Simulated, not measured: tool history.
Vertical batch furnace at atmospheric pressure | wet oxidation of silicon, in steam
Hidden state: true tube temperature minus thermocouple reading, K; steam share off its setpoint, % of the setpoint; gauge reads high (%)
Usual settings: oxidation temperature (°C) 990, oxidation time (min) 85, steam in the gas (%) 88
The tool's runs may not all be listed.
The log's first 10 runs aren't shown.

run,day,oxidation temperature (°C),oxidation time (min),steam in the gas (%),wafers since the last listed run,hours since the last temperature calibration,hours since the steam generator was serviced,hours since the gauge calibration,"read-back reference wafer on the same gauge, thickness",oxide thickness on the monitor wafer (angstrom)
# day 20.279: steam generator serviced
11,20.3,990,85,88,597,3234.4,0.5,1515.1,481.46,5193.3
12,22.292,990,85,96,507,3282.2,48.3,1562.9,482.24,5480.9
13,24.496,990,85,96,561,3335.1,101.2,1615.8,481.84,5484.1
# day 25.533: gauge calibrated
14,26.292,990,85,88,457,3378.2,144.3,18.2,482.11,5236.9
15,27.554,990,85,88,321,3408.5,174.6,48.5,481.58,5175.4
16,30.462,1009,100.5,97,741,3478.3,244.4,118.3,482.25,6729.6
17,31.65,990,108,88,302,3506.8,272.9,146.8,481.97,5990.1
18,33.167,976,43.5,88,386,3543.2,309.3,183.2,482.36,3071.3
19,34.979,990,85,88,461,3586.7,352.8,226.7,482.1,5172
20,36.483,990,68.5,93,383,3622.8,388.9,262.8,481.22,4711.8
# day 38.408: thermocouples replaced and temperature profile calibrated
21,38.429,990,85,85,240,0.5,435.6,309.5,481.81,5042.6
22,45.054,999,85,80,1688,159.5,594.6,468.5,481.53,5069.2
23,46.333,965,100.5,88,325,190.2,625.3,499.2,481.78,4954.4
24,49.033,990,85,88,687,255,690.1,564,482.18,5130.6
25,50.208,990,85,88,299,283.2,718.3,592.2,482.48,5138.7
26,53.154,990,85,88,750,353.9,789,662.9,482.14,5145.1
27,55.196,1014,103.5,92,520,402.9,838,711.9,481.96,6658.5
28,56.454,980,85,88,320,433.1,868.2,742.1,482.23,4817.8
29,57.683,967,122.5,93,313,462.6,897.7,771.6,482.57,5852.4
30,60.354,1011,70,78,680,526.7,961.8,835.7,483.09,4707

Forecast each of these 5 alternatives for the next run:
A,60.554,990,85,88,50,531.5,966.6,840.5,?,?
B,60.554,1000,53.5,78,50,531.5,966.6,840.5,?,?
C,60.554,975,47,88,50,531.5,966.6,840.5,?,?
D,60.554,990,85,97,50,531.5,966.6,840.5,?,?
E,60.554,1015,123.5,88,50,531.5,966.6,840.5,?,?

run,"read-back reference wafer on the same gauge, thickness",oxide thickness on the monitor wafer (angstrom)
A,481.68,5080.4
B,481.68,3739.5
C,481.68,3153.3
D,481.68,5392.5
E,481.68,7180.7
Without the tool's hidden state the same runs would have given:
run,oxide thickness on the monitor wafer (angstrom)
A,5175.8
B,3812
C,3218.5
D,5492.9
E,7306
